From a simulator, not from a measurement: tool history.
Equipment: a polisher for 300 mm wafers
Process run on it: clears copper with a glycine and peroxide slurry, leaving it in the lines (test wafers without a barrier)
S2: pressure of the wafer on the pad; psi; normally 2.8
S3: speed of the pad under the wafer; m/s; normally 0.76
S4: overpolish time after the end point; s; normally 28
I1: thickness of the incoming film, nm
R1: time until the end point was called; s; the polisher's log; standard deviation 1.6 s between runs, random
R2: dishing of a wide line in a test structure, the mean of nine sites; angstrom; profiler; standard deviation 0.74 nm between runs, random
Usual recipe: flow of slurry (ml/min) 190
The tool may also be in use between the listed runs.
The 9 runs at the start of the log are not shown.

run 10 hour=689.0 | flow_of_slurry_(ml/min)=190 S2=3.3 S3=0.82 S4=14 | I1=689.4 | R1=155.1 R2=404
run 11 hour=753.2 | flow_of_slurry_(ml/min)=190 S2=1.9 S3=0.76 S4=45 | I1=676.9 | R1=241.1 R2=670
-- hour=799.8 worn pad replaced by a new one
run 12 hour=833.1 | flow_of_slurry_(ml/min)=240 S2=3.6 S3=0.92 S4=28 | I1=685.0 | R1=125.0 R2=799
run 13 hour=893.9 | flow_of_slurry_(ml/min)=250 S2=3.2 S3=0.76 S4=12 | I1=694.0 | R1=161.9 R2=332
run 14 hour=967.1 | flow_of_slurry_(ml/min)=190 S2=2.8 S3=0.76 S4=28 | I1=694.1 | R1=188.9 R2=595
-- hour=1049.7 slurry nozzle cleaned
run 15 hour=1119.9 | flow_of_slurry_(ml/min)=190 S2=3.4 S3=0.76 S4=13 | I1=697.4 | R1=157.7 R2=374
run 16 hour=1210.6 | flow_of_slurry_(ml/min)=190 S2=2.2 S3=0.56 S4=20 | I1=687.3 | R1=270.0 R2=336
run 17 hour=1252.3 | flow_of_slurry_(ml/min)=190 S2=3.7 S3=0.58 S4=17 | I1=683.6 | R1=181.8 R2=417
run 18 hour=1315.1 | flow_of_slurry_(ml/min)=130 S2=2.8 S3=1.00 S4=34 | I1=688.9 | R1=159.2 R2=756
run 19 hour=1358.0 | flow_of_slurry_(ml/min)=175 S2=2.8 S3=0.76 S4=28 | I1=686.2 | R1=184.9 R2=600
run 20 hour=1455.7 | flow_of_slurry_(ml/min)=190 S2=2.8 S3=0.76 S4=28 | I1=681.3 | R1=183.2 R2=604
-- hour=1503.7 worn pad replaced by a new one
run 21 hour=1528.6 | flow_of_slurry_(ml/min)=190 S2=3.2 S3=0.76 S4=36 | I1=685.2 | R1=166.8 R2=792
-- hour=1541.5 head pressure recalibrated
run 22 hour=1612.0 | flow_of_slurry_(ml/min)=190 S2=2.8 S3=0.60 S4=28 | I1=685.1 | R1=218.0 R2=535
run 23 hour=1716.8 | flow_of_slurry_(ml/min)=190 S2=2.8 S3=0.76 S4=28 | I1=688.0 | R1=186.4 R2=594
run 24 hour=1766.1 | flow_of_slurry_(ml/min)=190 S2=2.8 S3=0.76 S4=28 | I1=686.4 | R1=185.7 R2=607
run 25 hour=1867.9 | flow_of_slurry_(ml/min)=215 S2=2.8 S3=0.76 S4=28 | I1=693.1 | R1=183.7 R2=606
-- hour=1906.5 slurry nozzle cleaned
run 26 hour=1937.9 | flow_of_slurry_(ml/min)=190 S2=2.4 S3=0.76 S4=28 | I1=688.1 | R1=200.1 R2=571
run 27 hour=2035.3 | flow_of_slurry_(ml/min)=125 S2=2.8 S3=0.54 S4=39 | I1=688.3 | R1=253.7 R2=607
run 28 hour=2095.7 | flow_of_slurry_(ml/min)=190 S2=2.8 S3=0.96 S4=41 | I1=693.5 | R1=155.3 R2=874
-- hour=2143.1 worn pad replaced by a new one
run 29 hour=2168.3 | flow_of_slurry_(ml/min)=190 S2=2.8 S3=0.76 S4=28 | I1=689.1 | R1=182.9 R2=617
run 30 hour=2247.3 | flow_of_slurry_(ml/min)=190 S2=2.8 S3=0.76 S4=28 | I1=692.2 | R1=183.0 R2=606
run 31 hour=2325.8 | flow_of_slurry_(ml/min)=190 S2=2.8 S3=0.92 S4=28 | I1=677.4 | R1=155.5 R2=678
run 32 hour=2425.7 | flow_of_slurry_(ml/min)=190 S2=3.8 S3=0.76 S4=35 | I1=686.6 | R1=145.2 R2=831
-- hour=2434.7 head pressure recalibrated
run 33 hour=2517.4 | flow_of_slurry_(ml/min)=155 S2=3.6 S3=0.58 S4=15 | I1=674.0 | R1=196.2 R2=342
run 34 hour=2576.1 | flow_of_slurry_(ml/min)=145 S2=2.8 S3=0.76 S4=18 | I1=678.2 | R1=195.6 R2=403

Predict each of these 4 candidate next runs independently; none follows another, all start after run 34:
run A hour=2576.6 | flow_of_slurry_(ml/min)=190 S2=2.8 S3=0.76 S4=17 | I1=681.4 | R1=? R2=?
run B hour=2576.6 | flow_of_slurry_(ml/min)=190 S2=2.2 S3=0.76 S4=16 | I1=681.4 | R1=? R2=?
run C hour=2576.6 | flow_of_slurry_(ml/min)=190 S2=3.5 S3=0.98 S4=13 | I1=681.4 | R1=? R2=?
run D hour=2576.6 | flow_of_slurry_(ml/min)=150 S2=3.4 S3=0.84 S4=23 | I1=681.4 | R1=? R2=?

run=A R1=184.6 R2=400
run=B R1=219.1 R2=325
run=C R1=126.1 R2=441
run=D R1=154.6 R2=593
With the hidden condition removed and each run's random variation left untouched, the same runs would have given:
run=A R1=178.0 R2=412
run=B R1=211.3 R2=335
run=C R1=121.6 R2=454
run=D R1=147.6 R2=614

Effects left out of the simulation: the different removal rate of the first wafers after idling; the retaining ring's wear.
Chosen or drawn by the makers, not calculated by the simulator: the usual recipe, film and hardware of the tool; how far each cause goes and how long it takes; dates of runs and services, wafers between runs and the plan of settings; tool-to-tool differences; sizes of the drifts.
